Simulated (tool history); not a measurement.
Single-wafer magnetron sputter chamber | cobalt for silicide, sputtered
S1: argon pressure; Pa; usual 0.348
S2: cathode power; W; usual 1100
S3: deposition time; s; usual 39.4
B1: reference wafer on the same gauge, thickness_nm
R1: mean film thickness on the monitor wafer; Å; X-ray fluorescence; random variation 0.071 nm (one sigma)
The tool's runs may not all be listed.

run	hour	S1	S2	S3	B1	R1
1	0.0	0.348	1100	39.4	20.084	209.38
# hour 22.8: sputter target and shields replaced
2	23.3	0.410	1100	42.8	20.094	227.60
3	71.4	0.348	1100	39.4	20.095	212.82
4	101.2	0.348	1100	39.4	20.088	211.33
5	128.7	0.348	1100	39.4	20.116	210.36
# hour 169.9: sputter target and shields replaced
6	170.4	0.403	1100	39.4	20.108	208.92
7	178.0	0.456	1100	39.4	20.095	207.85
8	205.4	0.456	1100	39.4	20.116	206.56
9	221.6	0.348	1100	39.4	20.105	211.12
10	237.8	0.449	1100	39.4	20.081	205.00
11	257.4	0.449	1100	39.4	20.132	205.58
12	289.9	0.286	1100	34.4	20.092	184.01
13	312.0	0.286	1100	34.4	20.102	183.75
# hour 346.6: sputter target and shields replaced
14	366.1	0.348	1100	43.4	20.102	234.45
# hour 374.8: capacitance manometer re-zeroed and calibrated
15	399.7	0.348	1100	43.4	20.097	232.54
16	430.3	0.481	1100	39.4	20.114	203.45
17	443.2	0.211	1300	35.2	20.100	228.38
18	472.4	0.348	850	31.8	20.122	130.47
# hour 512.2: sputter target and shields replaced
19	512.7	0.435	850	33.6	20.103	137.36
20	533.9	0.255	950	33.0	20.118	157.15
21	555.7	0.232	1100	46.1	20.111	253.18
22	569.5	0.348	1250	32.1	20.092	195.93
# hour 578.8: gauge calibrated
23	603.7	0.348	1100	39.4	20.130	209.77
24	636.9	0.348	1050	42.7	20.107	215.05
25	672.1	0.348	1100	39.4	20.107	207.30
# hour 680.9: magnet pack replaced
# hour 684.1: sputter target and shields replaced
26	706.5	0.348	1100	39.4	20.115	212.90
27	733.6	0.348	1100	34.9	20.099	187.30
28	758.3	0.396	950	34.2	20.076	156.90
29	794.2	0.239	900	39.4	20.131	175.32
# hour 834.8: sputter target and shields replaced
30	835.3	0.481	1100	39.4	20.098	206.59
31	853.5	0.485	950	39.4	20.086	177.93

Forecast each of these 4 alternatives for the next run:
A	853.9	0.348	1100	46.6	?	?
B	853.9	0.410	1300	31.6	?	?
C	853.9	0.227	950	44.5	?	?
D	853.9	0.461	1250	39.4	?	?

run	B1	R1
A	20.115	251.06
B	20.115	198.41
C	20.115	212.83
D	20.115	235.16
Without the tool's hidden state the same runs would have given:
run	R1
A	252.24
B	199.34
C	213.83
D	236.27
